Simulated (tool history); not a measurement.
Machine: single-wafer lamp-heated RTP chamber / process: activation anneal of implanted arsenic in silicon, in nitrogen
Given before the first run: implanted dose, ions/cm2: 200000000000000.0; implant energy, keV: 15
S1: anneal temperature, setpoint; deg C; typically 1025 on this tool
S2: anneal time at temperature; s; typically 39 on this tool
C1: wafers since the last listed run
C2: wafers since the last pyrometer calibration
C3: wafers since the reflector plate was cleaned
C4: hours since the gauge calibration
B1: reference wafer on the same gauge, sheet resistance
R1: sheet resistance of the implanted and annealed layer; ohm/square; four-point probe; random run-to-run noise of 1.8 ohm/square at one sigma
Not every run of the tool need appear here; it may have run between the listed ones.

run 1 day=0 | S1=1025 S2=39 | C1=0 C2=2824 C3=2990 C4=142.8 | B1=398.97 | R1=469.19
run 2 day=1.462 | S1=1025 S2=39 | C1=521 C2=3346 C3=3511 C4=177.9 | B1=399.21 | R1=466.91
run 3 day=2.05 | S1=1025 S2=53 | C1=209 C2=3555 C3=3721 C4=192 | B1=399.93 | R1=459.76
run 4 day=3.371 | S1=1019 S2=39 | C1=471 C2=4026 C3=4192 C4=223.7 | B1=400.37 | R1=471.66
run 5 day=4.817 | S1=1019 S2=39 | C1=515 C2=4542 C3=4707 C4=258.4 | B1=400.95 | R1=469.06
run 6 day=5.679 | S1=1025 S2=39 | C1=307 C2=4850 C3=5015 C4=279.1 | B1=401.14 | R1=470.26
run 7 day=6.229 | S1=1025 S2=39 | C1=196 C2=5046 C3=5211 C4=292.3 | B1=401.67 | R1=469.56
run 8 day=7.125 | S1=1025 S2=39 | C1=319 C2=5365 C3=5531 C4=313.8 | B1=402.52 | R1=470.65
run 9 day=8.038 | S1=1025 S2=39 | C1=325 C2=5691 C3=5856 C4=335.7 | B1=401.25 | R1=469.06
run 10 day=9.521 | S1=1025 S2=39 | C1=529 C2=6220 C3=6385 C4=371.3 | B1=402.71 | R1=468.62
-- day=10.517 reflector plate cleaned
run 11 day=10.538 | S1=1025 S2=39 | C1=243 C2=6464 C3=7 C4=395.7 | B1=403.28 | R1=472.36
-- day=11.721 pyrometer window cleaned and pyrometer calibrated
run 12 day=11.742 | S1=1025 S2=39 | C1=310 C2=7 C3=318 C4=424.6 | B1=403.6 | R1=471.45
run 13 day=11.996 | S1=1025 S2=39 | C1=90 C2=98 C3=408 C4=430.7 | B1=403.66 | R1=471.86
run 14 day=12.912 | S1=1025 S2=39 | C1=326 C2=425 C3=735 C4=452.7 | B1=404.28 | R1=469.74
run 15 day=13.438 | S1=1025 S2=39 | C1=187 C2=612 C3=922 C4=465.3 | B1=404.36 | R1=471.82
run 16 day=14.596 | S1=1025 S2=39 | C1=413 C2=1025 C3=1336 C4=493.1 | B1=404.95 | R1=470.43
run 17 day=15.938 | S1=1025 S2=39 | C1=478 C2=1504 C3=1814 C4=525.3 | B1=405.11 | R1=471.76
run 18 day=16.508 | S1=1025 S2=39 | C1=203 C2=1707 C3=2018 C4=539 | B1=405.89 | R1=474.89
run 19 day=17.771 | S1=1041 S2=39 | C1=450 C2=2158 C3=2468 C4=569.3 | B1=406.02 | R1=470.49
-- day=18.483 gauge calibrated
run 20 day=19.1 | S1=1055 S2=59 | C1=474 C2=2632 C3=2942 C4=14.8 | B1=396.95 | R1=447.91
run 21 day=20.358 | S1=1035 S2=39 | C1=448 C2=3080 C3=3391 C4=45 | B1=397.62 | R1=463.54
run 22 day=21.196 | S1=1009 S2=17 | C1=298 C2=3379 C3=3689 C4=65.1 | B1=398.38 | R1=475.8
run 23 day=22.183 | S1=1019 S2=39 | C1=352 C2=3731 C3=4042 C4=88.8 | B1=398.15 | R1=466.82
run 24 day=23.458 | S1=1008 S2=45 | C1=454 C2=4186 C3=4496 C4=119.4 | B1=398.66 | R1=471.66
run 25 day=24.275 | S1=1025 S2=39 | C1=291 C2=4477 C3=4788 C4=139 | B1=399.04 | R1=466.26
run 26 day=25.008 | S1=1034 S2=62 | C1=261 C2=4739 C3=5049 C4=156.6 | B1=399.68 | R1=457.29
run 27 day=26.4 | S1=1025 S2=48 | C1=496 C2=5235 C3=5546 C4=190 | B1=399.34 | R1=463
run 28 day=27.312 | S1=1014 S2=57 | C1=325 C2=5561 C3=5871 C4=211.9 | B1=400.79 | R1=465.09
-- day=29.658 reflector plate cleaned
-- day=30.279 pyrometer window cleaned and pyrometer calibrated
run 29 day=30.779 | S1=1006 S2=52 | C1=998 C2=178 C3=280 C4=295.1 | B1=401.6 | R1=470.4
run 30 day=31.575 | S1=1009 S2=53 | C1=283 C2=462 C3=564 C4=314.2 | B1=401.91 | R1=471.7
run 31 day=32.542 | S1=1025 S2=39 | C1=344 C2=807 C3=909 C4=337.4 | B1=402.12 | R1=470.61
run 32 day=33.771 | S1=1034 S2=49 | C1=438 C2=1245 C3=1347 C4=366.9 | B1=402.29 | R1=464.63
run 33 day=34.492 | S1=1052 S2=52 | C1=257 C2=1502 C3=1604 C4=384.2 | B1=403.72 | R1=459.39
run 34 day=37.842 | S1=1009 S2=39 | C1=1194 C2=2697 C3=2799 C4=464.6 | B1=404.03 | R1=475.54
run 35 day=38.842 | S1=1040 S2=53 | C1=356 C2=3054 C3=3156 C4=488.6 | B1=404.99 | R1=462.55
run 36 day=39.604 | S1=1048 S2=21 | C1=271 C2=3326 C3=3428 C4=506.9 | B1=405.49 | R1=470.75
run 37 day=40.475 | S1=1025 S2=30 | C1=310 C2=3636 C3=3738 C4=527.8 | B1=405.29 | R1=475.51
-- day=40.842 gauge calibrated
run 38 day=41.762 | S1=1005 S2=30 | C1=459 C2=4096 C3=4198 C4=22.1 | B1=395.53 | R1=469.6

What the log doesn't show, run by run:
true wafer temperature minus pyrometer reading, K: 0, the same for each run
wafer temperature error from the tarnished reflector plate, K: 0, the same for each run
H1: gauge reads high (%)
run=1 H1=0.789
run=2 H1=0.93
run=3 H1=0.986
run=4 H1=1.11
run=5 H1=1.25
run=6 H1=1.33
run=7 H1=1.39
run=8 H1=1.47
run=9 H1=1.56
run=10 H1=1.7
run=11 H1=1.8
run=12 H1=1.92
run=13 H1=1.94
run=14 H1=2.03
run=15 H1=2.08
run=16 H1=2.19
run=17 H1=2.32
run=18 H1=2.37
run=19 H1=2.5
run=20 H1=0.276
run=21 H1=0.397
run=22 H1=0.477
run=23 H1=0.572
run=24 H1=0.695
run=25 H1=0.773
run=26 H1=0.843
run=27 H1=0.977
run=28 H1=1.06
run=29 H1=1.4
run=30 H1=1.47
run=31 H1=1.57
run=32 H1=1.68
run=33 H1=1.75
run=34 H1=2.08
run=35 H1=2.17
run=36 H1=2.24
run=37 H1=2.33
run=38 H1=-0.0832

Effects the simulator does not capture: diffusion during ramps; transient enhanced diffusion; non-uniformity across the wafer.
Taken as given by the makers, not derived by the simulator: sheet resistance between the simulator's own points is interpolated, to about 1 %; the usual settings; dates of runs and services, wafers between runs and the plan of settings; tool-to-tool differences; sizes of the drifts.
